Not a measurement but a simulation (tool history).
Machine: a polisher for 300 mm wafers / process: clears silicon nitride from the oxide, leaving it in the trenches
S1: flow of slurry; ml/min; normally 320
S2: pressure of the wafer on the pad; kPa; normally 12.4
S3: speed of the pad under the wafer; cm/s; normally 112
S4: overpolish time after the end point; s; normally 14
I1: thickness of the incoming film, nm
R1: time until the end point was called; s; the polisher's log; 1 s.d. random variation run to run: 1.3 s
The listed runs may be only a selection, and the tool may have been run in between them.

{"run": 1, "hour": 0.0, "S1": 285, "S2": 15.2, "S3": 112, "S4": 14, "I1": 76.0, "R1": 117.3}
{"run": 2, "hour": 17.0, "S1": 285, "S2": 15.2, "S3": 112, "S4": 14, "I1": 73.9, "R1": 121.0}
{"run": 3, "hour": 23.7, "S1": 320, "S2": 12.4, "S3": 112, "S4": 14, "I1": 76.3, "R1": 140.7}
{"run": 4, "hour": 37.6, "S1": 320, "S2": 12.4, "S3": 112, "S4": 14, "I1": 75.4, "R1": 139.4}
{"run": 5, "hour": 45.6, "S1": 320, "S2": 12.4, "S3": 112, "S4": 14, "I1": 75.2, "R1": 142.7}
{"hour": 51.6, "done": "worn pad replaced by a new one"}
{"run": 6, "hour": 63.5, "S1": 320, "S2": 12.4, "S3": 112, "S4": 14, "I1": 75.1, "R1": 128.3}
{"run": 7, "hour": 75.5, "S1": 320, "S2": 12.4, "S3": 112, "S4": 14, "I1": 74.0, "R1": 130.4}
{"run": 8, "hour": 88.1, "S1": 320, "S2": 12.4, "S3": 112, "S4": 14, "I1": 75.7, "R1": 135.1}
{"run": 9, "hour": 103.6, "S1": 320, "S2": 12.4, "S3": 112, "S4": 14, "I1": 74.2, "R1": 132.2}
{"run": 10, "hour": 110.2, "S1": 320, "S2": 12.4, "S3": 112, "S4": 14, "I1": 75.3, "R1": 138.4}
{"run": 11, "hour": 122.4, "S1": 320, "S2": 12.4, "S3": 112, "S4": 14, "I1": 74.6, "R1": 139.8}
{"run": 12, "hour": 131.0, "S1": 320, "S2": 12.4, "S3": 112, "S4": 14, "I1": 76.2, "R1": 143.0}
{"run": 13, "hour": 140.6, "S1": 320, "S2": 12.4, "S3": 112, "S4": 14, "I1": 74.9, "R1": 143.5}
{"hour": 148.6, "done": "worn pad replaced by a new one"}
{"run": 14, "hour": 154.7, "S1": 320, "S2": 12.4, "S3": 112, "S4": 14, "I1": 74.6, "R1": 123.9}
{"hour": 161.0, "done": "head pressure recalibrated"}
{"run": 15, "hour": 161.7, "S1": 320, "S2": 12.4, "S3": 112, "S4": 14, "I1": 75.9, "R1": 129.6}
{"run": 16, "hour": 175.3, "S1": 320, "S2": 12.4, "S3": 112, "S4": 14, "I1": 74.7, "R1": 130.0}
{"run": 17, "hour": 191.1, "S1": 320, "S2": 12.4, "S3": 112, "S4": 14, "I1": 75.2, "R1": 135.5}
{"run": 18, "hour": 199.4, "S1": 320, "S2": 12.4, "S3": 146, "S4": 14, "I1": 75.0, "R1": 103.2}
{"run": 19, "hour": 209.1, "S1": 395, "S2": 15.9, "S3": 112, "S4": 14, "I1": 74.7, "R1": 116.3}
{"run": 20, "hour": 220.8, "S1": 320, "S2": 12.4, "S3": 112, "S4": 14, "I1": 74.8, "R1": 140.4}
{"hour": 233.7, "done": "worn pad replaced by a new one, of another model than before"}
{"run": 21, "hour": 236.2, "S1": 320, "S2": 9.0, "S3": 112, "S4": 14, "I1": 75.0, "R1": 149.0}
{"run": 22, "hour": 252.1, "S1": 320, "S2": 9.7, "S3": 138, "S4": 8, "I1": 75.9, "R1": 129.4}
{"run": 23, "hour": 259.2, "S1": 320, "S2": 13.8, "S3": 112, "S4": 14, "I1": 74.9, "R1": 125.6}
{"run": 24, "hour": 275.4, "S1": 320, "S2": 12.4, "S3": 112, "S4": 14, "I1": 74.1, "R1": 134.5}
{"run": 25, "hour": 283.5, "S1": 320, "S2": 15.2, "S3": 112, "S4": 20, "I1": 75.9, "R1": 125.6}
{"run": 26, "hour": 297.8, "S1": 320, "S2": 12.4, "S3": 112, "S4": 14, "I1": 74.7, "R1": 137.9}
{"hour": 321.4, "done": "slurry nozzle cleaned"}
{"hour": 324.1, "done": "worn pad replaced by a new one"}
{"run": 27, "hour": 324.6, "S1": 320, "S2": 11.0, "S3": 146, "S4": 14, "I1": 75.4, "R1": 118.3}
{"run": 28, "hour": 339.3, "S1": 280, "S2": 10.3, "S3": 112, "S4": 14, "I1": 73.7, "R1": 143.0}
{"run": 29, "hour": 345.7, "S1": 240, "S2": 14.5, "S3": 82, "S4": 21, "I1": 74.0, "R1": 143.3}
{"run": 30, "hour": 361.3, "S1": 405, "S2": 12.4, "S3": 126, "S4": 18, "I1": 75.5, "R1": 127.5}
{"run": 31, "hour": 368.6, "S1": 320, "S2": 12.4, "S3": 124, "S4": 14, "I1": 74.2, "R1": 128.0}
{"run": 32, "hour": 382.4, "S1": 320, "S2": 12.4, "S3": 112, "S4": 14, "I1": 74.8, "R1": 142.2}
{"run": 33, "hour": 390.9, "S1": 320, "S2": 12.4, "S3": 82, "S4": 14, "I1": 74.2, "R1": 163.2}
{"run": 34, "hour": 399.2, "S1": 320, "S2": 12.4, "S3": 112, "S4": 14, "I1": 73.6, "R1": 140.0}
{"run": 35, "hour": 414.6, "S1": 320, "S2": 12.4, "S3": 112, "S4": 14, "I1": 76.0, "R1": 148.1}
{"hour": 425.2, "done": "worn pad replaced by a new one"}
{"run": 36, "hour": 425.7, "S1": 320, "S2": 9.0, "S3": 96, "S4": 14, "I1": 75.0, "R1": 159.2}
{"run": 37, "hour": 439.2, "S1": 415, "S2": 9.0, "S3": 112, "S4": 17, "I1": 74.7, "R1": 145.2}
{"run": 38, "hour": 452.0, "S1": 240, "S2": 14.5, "S3": 82, "S4": 21, "I1": 75.6, "R1": 142.6}

Each row is a separate what-if for the run after 38, all from the same tool condition, not one after another. Results?
{"run": "A", "hour": 452.5, "S1": 320, "S2": 12.4, "S3": 112, "S4": 14, "I1": 76.2, "R1": "?"}
{"run": "B", "hour": 452.5, "S1": 365, "S2": 12.4, "S3": 90, "S4": 14, "I1": 76.2, "R1": "?"}
{"run": "C", "hour": 452.5, "S1": 280, "S2": 9.7, "S3": 124, "S4": 21, "I1": 76.2, "R1": "?"}

run=A R1=134.1
run=B R1=149.0
run=C R1=142.1
Without the tool's unlogged condition, the same runs would have read:
run=A R1=129.1
run=B R1=143.5
run=C R1=136.9
